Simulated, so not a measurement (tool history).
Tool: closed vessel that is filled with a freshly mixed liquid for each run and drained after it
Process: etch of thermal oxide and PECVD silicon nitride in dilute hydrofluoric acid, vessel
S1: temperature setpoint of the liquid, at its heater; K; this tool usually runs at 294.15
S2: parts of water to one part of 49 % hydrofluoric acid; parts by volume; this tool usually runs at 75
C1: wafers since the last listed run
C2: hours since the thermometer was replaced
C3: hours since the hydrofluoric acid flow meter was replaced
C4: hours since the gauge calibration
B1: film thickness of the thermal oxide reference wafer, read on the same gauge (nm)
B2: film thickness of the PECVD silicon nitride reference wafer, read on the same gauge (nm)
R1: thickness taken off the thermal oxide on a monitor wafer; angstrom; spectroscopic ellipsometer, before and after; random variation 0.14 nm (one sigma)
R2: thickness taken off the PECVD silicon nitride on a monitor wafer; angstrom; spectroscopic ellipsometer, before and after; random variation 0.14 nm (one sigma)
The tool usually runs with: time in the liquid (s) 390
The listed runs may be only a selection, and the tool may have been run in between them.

{"run": 1, "hour": 0.0, "S1": 294.15, "S2": 75, "time in the liquid (s)": 500, "C1": 0, "C2": 763.3, "C3": 635.5, "C4": 295.6, "B1": 130.02, "B2": 80, "R1": 283.5, "R2": 251.4}
{"run": 2, "hour": 17.1, "S1": 294.15, "S2": 75, "time in the liquid (s)": 390, "C1": 1845, "C2": 780.4, "C3": 652.6, "C4": 312.7, "B1": 130.02, "B2": 80.01, "R1": 217, "R2": 196.4}
{"hour": 34.7, "done": "gauge calibrated"}
{"run": 3, "hour": 45.1, "S1": 294.15, "S2": 75, "time in the liquid (s)": 390, "C1": 3021, "C2": 808.4, "C3": 680.6, "C4": 10.4, "B1": 129.99, "B2": 80.05, "R1": 222.8, "R2": 200.1}
{"run": 4, "hour": 69.5, "S1": 294.15, "S2": 75, "time in the liquid (s)": 390, "C1": 2632, "C2": 832.8, "C3": 705, "C4": 34.8, "B1": 130.05, "B2": 79.98, "R1": 222.1, "R2": 196.8}
{"run": 5, "hour": 87.9, "S1": 294.15, "S2": 75, "time in the liquid (s)": 390, "C1": 1985, "C2": 851.2, "C3": 723.4, "C4": 53.2, "B1": 129.97, "B2": 79.95, "R1": 223.5, "R2": 198.4}
{"run": 6, "hour": 123.8, "S1": 294.15, "S2": 75, "time in the liquid (s)": 390, "C1": 3873, "C2": 887.1, "C3": 759.3, "C4": 89.1, "B1": 130.01, "B2": 80.05, "R1": 224.1, "R2": 201.9}
{"run": 7, "hour": 150.2, "S1": 294.15, "S2": 75, "time in the liquid (s)": 390, "C1": 2848, "C2": 913.5, "C3": 785.7, "C4": 115.5, "B1": 130.02, "B2": 79.97, "R1": 223.4, "R2": 199.6}
{"run": 8, "hour": 171.4, "S1": 294.15, "S2": 75, "time in the liquid (s)": 390, "C1": 2287, "C2": 934.7, "C3": 806.9, "C4": 136.7, "B1": 130.02, "B2": 79.95, "R1": 223.7, "R2": 200.1}
{"run": 9, "hour": 200.7, "S1": 294.15, "S2": 75, "time in the liquid (s)": 215, "C1": 3161, "C2": 964, "C3": 836.2, "C4": 166, "B1": 130.02, "B2": 79.95, "R1": 121.8, "R2": 109.7}
{"run": 10, "hour": 216.1, "S1": 294.15, "S2": 75, "time in the liquid (s)": 390, "C1": 1661, "C2": 979.4, "C3": 851.6, "C4": 181.4, "B1": 130.02, "B2": 79.99, "R1": 224.4, "R2": 199.6}
{"hour": 223.6, "done": "hydrofluoric acid flow meter replaced"}
{"run": 11, "hour": 244.2, "S1": 290.65, "S2": 105, "time in the liquid (s)": 275, "C1": 2924, "C2": 1007.5, "C3": 20.6, "C4": 209.5, "B1": 129.98, "B2": 79.95, "R1": 86.9, "R2": 74}
{"run": 12, "hour": 271.0, "S1": 296.65, "S2": 75, "time in the liquid (s)": 475, "C1": 2891, "C2": 1034.3, "C3": 47.4, "C4": 236.3, "B1": 130.01, "B2": 79.99, "R1": 277.2, "R2": 265.8}
{"run": 13, "hour": 286.6, "S1": 294.15, "S2": 75, "time in the liquid (s)": 390, "C1": 1683, "C2": 1049.9, "C3": 63, "C4": 251.9, "B1": 130.01, "B2": 80, "R1": 208.8, "R2": 187}
{"run": 14, "hour": 302.4, "S1": 297.15, "S2": 75, "time in the liquid (s)": 390, "C1": 1704, "C2": 1065.7, "C3": 78.8, "C4": 267.7, "B1": 130.01, "B2": 79.98, "R1": 234.3, "R2": 225.7}
{"hour": 324.7, "done": "thermometer replaced"}
{"run": 15, "hour": 325.1, "S1": 294.15, "S2": 55, "time in the liquid (s)": 390, "C1": 2341, "C2": 0.4, "C3": 101.5, "C4": 290.4, "B1": 130.02, "B2": 80.04, "R1": 305.5, "R2": 275.7}
{"run": 16, "hour": 338.3, "S1": 291.65, "S2": 85, "time in the liquid (s)": 260, "C1": 1424, "C2": 13.6, "C3": 114.7, "C4": 303.6, "B1": 130.02, "B2": 80.02, "R1": 115.9, "R2": 101.4}
{"run": 17, "hour": 373.6, "S1": 294.15, "S2": 75, "time in the liquid (s)": 390, "C1": 3808, "C2": 48.9, "C3": 150, "C4": 338.9, "B1": 130, "B2": 80.03, "R1": 221.5, "R2": 202.5}
{"run": 18, "hour": 399.0, "S1": 294.15, "S2": 75, "time in the liquid (s)": 540, "C1": 2740, "C2": 74.3, "C3": 175.4, "C4": 364.3, "B1": 130.04, "B2": 79.98, "R1": 309.8, "R2": 283.5}
{"run": 19, "hour": 414.5, "S1": 294.15, "S2": 75, "time in the liquid (s)": 240, "C1": 1672, "C2": 89.8, "C3": 190.9, "C4": 379.8, "B1": 129.97, "B2": 80.04, "R1": 135.4, "R2": 125.9}
{"hour": 419.9, "done": "gauge calibrated"}
{"run": 20, "hour": 428.4, "S1": 294.15, "S2": 45, "time in the liquid (s)": 450, "C1": 1499, "C2": 103.7, "C3": 204.8, "C4": 8.5, "B1": 129.97, "B2": 79.97, "R1": 438.9, "R2": 385.1}
{"run": 21, "hour": 463.3, "S1": 294.15, "S2": 75, "time in the liquid (s)": 500, "C1": 3765, "C2": 138.6, "C3": 239.7, "C4": 43.4, "B1": 130.02, "B2": 79.99, "R1": 282.8, "R2": 262.7}

Forecast run 22:
{"run": 22, "hour": 487.9, "S1": 294.15, "S2": 75, "time in the liquid (s)": 390, "C1": 2654, "C2": 163.2, "C3": 264.3, "C4": 68, "B1": "?", "B2": "?", "R1": "?", "R2": "?"}

Run 22 gave B1 130.02, B2 79.99, R1 221.1 angstrom, R2 204 angstrom.
Without the tool's hidden state the same run would have given R1 209 angstrom, R2 195.2 angstrom.
